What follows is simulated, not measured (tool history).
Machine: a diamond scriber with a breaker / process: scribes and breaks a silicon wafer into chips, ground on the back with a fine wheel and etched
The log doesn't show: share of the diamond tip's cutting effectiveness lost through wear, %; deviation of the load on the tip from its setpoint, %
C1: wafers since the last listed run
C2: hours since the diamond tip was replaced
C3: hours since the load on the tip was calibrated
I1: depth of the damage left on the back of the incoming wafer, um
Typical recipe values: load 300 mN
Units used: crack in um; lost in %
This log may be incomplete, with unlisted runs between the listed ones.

Run 1, hour 0: usual settings but load 235 mN; C1 0; C2 600.2; C3 41.9; I1 0.57. Result: crack 12.73 um, lost 4.98 %.
Run 2, hour 28.8: usual settings but load 235 mN; C1 56; C2 629; C3 70.7; I1 0.57. Result: crack 12.61 um, lost 4.67 %.
Run 3, hour 99.4: usual settings but load 273 mN; C1 139; C2 699.6; C3 141.3; I1 0.51. Result: crack 13.91 um, lost 3.24 %.
Run 4, hour 150.2: usual settings but load 273 mN; C1 100; C2 750.4; C3 192.1; I1 0.49. Result: crack 13.28 um, lost 3.32 %.
Run 5, hour 200.4: usual settings but load 282 mN; C1 99; C2 800.6; C3 242.3; I1 0.32. Result: crack 13.22 um, lost 3.13 %.
At hour 238.4: diamond tip replaced by a new one.
Run 6, hour 238.9: usual settings but load 282 mN; C1 72; C2 0.5; C3 280.8; I1 0.35. Result: crack 15.07 um, lost 1.58 %.
Run 7, hour 269.7: usual settings but load 282 mN; C1 60; C2 31.3; C3 311.6; I1 0.78. Result: crack 14.6 um, lost 1.82 %.
Run 8, hour 303.6: usual settings; C1 67; C2 65.2; C3 345.5; I1 0.62. Result: crack 14.56 um, lost 1.65 %.
Run 9, hour 353.9: usual settings; C1 99; C2 115.5; C3 395.8; I1 0.69. Result: crack 15.29 um, lost 1.79 %.
Run 10, hour 450.6: usual settings; C1 191; C2 212.2; C3 492.5; I1 0.78. Result: crack 14.57 um, lost 1.86 %.
Run 11, hour 494.7: usual settings; C1 87; C2 256.3; C3 536.6; I1 0.48. Result: crack 14.84 um, lost 1.81 %.
Run 12, hour 541.1: usual settings; C1 91; C2 302.7; C3 583; I1 0.5. Result: crack 14.19 um, lost 1.82 %.
Run 13, hour 607.2: usual settings but load 266 mN; C1 130; C2 368.8; C3 649.1; I1 0.53. Result: crack 12.91 um, lost 2.91 %.
At hour 642.7: load on the tip recalibrated.
Run 14, hour 643.2: usual settings but load 266 mN; C1 67; C2 404.8; C3 0.5; I1 0.72. Result: crack 13.32 um, lost 3.1 %.
Run 15, hour 693: usual settings but load 266 mN; C1 98; C2 454.6; C3 50.3; I1 0.71. Result: crack 13.39 um, lost 3.25 %.
Run 16, hour 755.8: usual settings; C1 124; C2 517.4; C3 113.1; I1 0.38. Result: crack 13.88 um, lost 2.25 %.
Run 17, hour 817: usual settings; C1 121; C2 578.6; C3 174.3; I1 0.41. Result: crack 13.91 um, lost 2.23 %.
Run 18, hour 852.6: usual settings but load 327 mN; C1 70; C2 614.2; C3 209.9; I1 0.33. Result: crack 14.22 um, lost 1.91 %.
Run 19, hour 917.8: usual settings but load 327 mN; C1 128; C2 679.4; C3 275.1; I1 0.6. Result: crack 14.34 um, lost 1.8 %.
Run 20, hour 964.4: usual settings but load 354 mN; C1 92; C2 726; C3 321.7; I1 0.68. Result: crack 14.54 um, lost 1.72 %.
Run 21, hour 1004.8: usual settings but load 381 mN; C1 79; C2 766.4; C3 362.1; I1 0.37. Result: crack 15.23 um, lost 1.59 %.
At hour 1017.7: diamond tip replaced by a new one.
Run 22, hour 1072.6: usual settings but load 260 mN; C1 130; C2 54.9; C3 429.9; I1 0.71. Result: crack 13.74 um, lost 2.4 %.
Run 23, hour 1139.9: usual settings but load 336 mN; C1 133; C2 122.2; C3 497.2; I1 0.59. Result: crack 15.49 um, lost 1.51 %.
Run 24, hour 1171: usual settings but load 273 mN; C1 61; C2 153.3; C3 528.3; I1 0.31. Result: crack 14.19 um, lost 2.31 %.
Run 25, hour 1221.5: usual settings; C1 99; C2 203.8; C3 578.8; I1 0.79. Result: crack 14.82 um, lost 1.85 %.
At hour 1248.8: load on the tip recalibrated.
Run 26, hour 1277.2: usual settings; C1 106; C2 259.5; C3 28.4; I1 0.52. Result: crack 14.46 um, lost 2.08 %.
Run 27, hour 1349.2: usual settings but load 347 mN; C1 142; C2 331.5; C3 100.4; I1 0.51. Result: crack 14.96 um, lost 1.6 %.
Run 28, hour 1419.4: usual settings but load 263 mN; C1 138; C2 401.7; C3 170.6; I1 0.57. Result: crack 13.37 um, lost 3.28 %.
Run 29, hour 1476.7: usual settings; C1 113; C2 459; C3 227.9; I1 0.59. Result: crack 13.8 um, lost 2.29 %.
Run 30, hour 1538.1: usual settings but load 372 mN; C1 121; C2 520.4; C3 289.3; I1 0.49. Result: crack 15.59 um, lost 1.74 %.
Run 31, hour 1603.3: usual settings but load 369 mN; C1 128; C2 585.6; C3 354.5; I1 0.52. Result: crack 15.31 um, lost 1.62 %.
Run 32, hour 1664.2: usual settings but load 359 mN; C1 120; C2 646.5; C3 415.4; I1 0.71. Result: crack 14.96 um, lost 1.62 %.
At hour 1690.9: diamond tip replaced by a new one.
Run 33, hour 1692.1: usual settings but load 333 mN; C1 51; C2 1.2; C3 443.3; I1 0.78. Result: crack 15.79 um, lost 1.71 %.
Run 34, hour 1745.7: usual settings but load 333 mN; C1 105; C2 54.8; C3 496.9; I1 0.69. Result: crack 15.2 um, lost 1.39 %.
Run 35, hour 1813.9: usual settings but load 211 mN; C1 134; C2 123; C3 565.1; I1 0.52. Result: crack 12.48 um, lost 4.97 %.
Run 36, hour 1880.4: usual settings but load 325 mN; C1 131; C2 189.5; C3 631.6; I1 0.34. Result: crack 14.45 um, lost 1.72 %.
At hour 1902.6: load on the tip recalibrated.
Run 37, hour 1932.1: usual settings but load 273 mN; C1 98; C2 241.2; C3 29.5; I1 0.43. Result: crack 13.49 um, lost 2.54 %.
Run 38, hour 1981.1: usual settings but load 229 mN; C1 96; C2 290.2; C3 78.5; I1 0.53. Result: crack 12.4 um, lost 4.87 %.
Run 39, hour 2045.6: usual settings; C1 127; C2 354.7; C3 143; I1 0.33. Result: crack 13.9 um, lost 2.13 %.

Consider 4 possible next runs. They are alternatives, not a sequence: every one starts from the tool as it was left by run 39. What does each give?
Run A, hour 2046.2: usual settings; C1 1; C2 355.3; C3 143.6; I1 0.37. Result: crack ?, lost ?.
Run B, hour 2046.2: usual settings but load 267 mN; C1 1; C2 355.3; C3 143.6; I1 0.37. Result: crack ?, lost ?.
Run C, hour 2046.2: usual settings but load 337 mN; C1 1; C2 355.3; C3 143.6; I1 0.37. Result: crack ?, lost ?.
Run D, hour 2046.2: usual settings but load 376 mN; C1 1; C2 355.3; C3 143.6; I1 0.37. Result: crack ?, lost ?.

run  crack  lost
  A  14.17  2.28
  B  13.52  3.29
  C  14.88  1.72
  D  15.61  1.66
Without the tool's unlogged condition, the same runs would have read:
run  crack  lost
  A  15.33  1.63
  B  14.63  1.86
  C   16.1  1.88
  D   16.9  2.61

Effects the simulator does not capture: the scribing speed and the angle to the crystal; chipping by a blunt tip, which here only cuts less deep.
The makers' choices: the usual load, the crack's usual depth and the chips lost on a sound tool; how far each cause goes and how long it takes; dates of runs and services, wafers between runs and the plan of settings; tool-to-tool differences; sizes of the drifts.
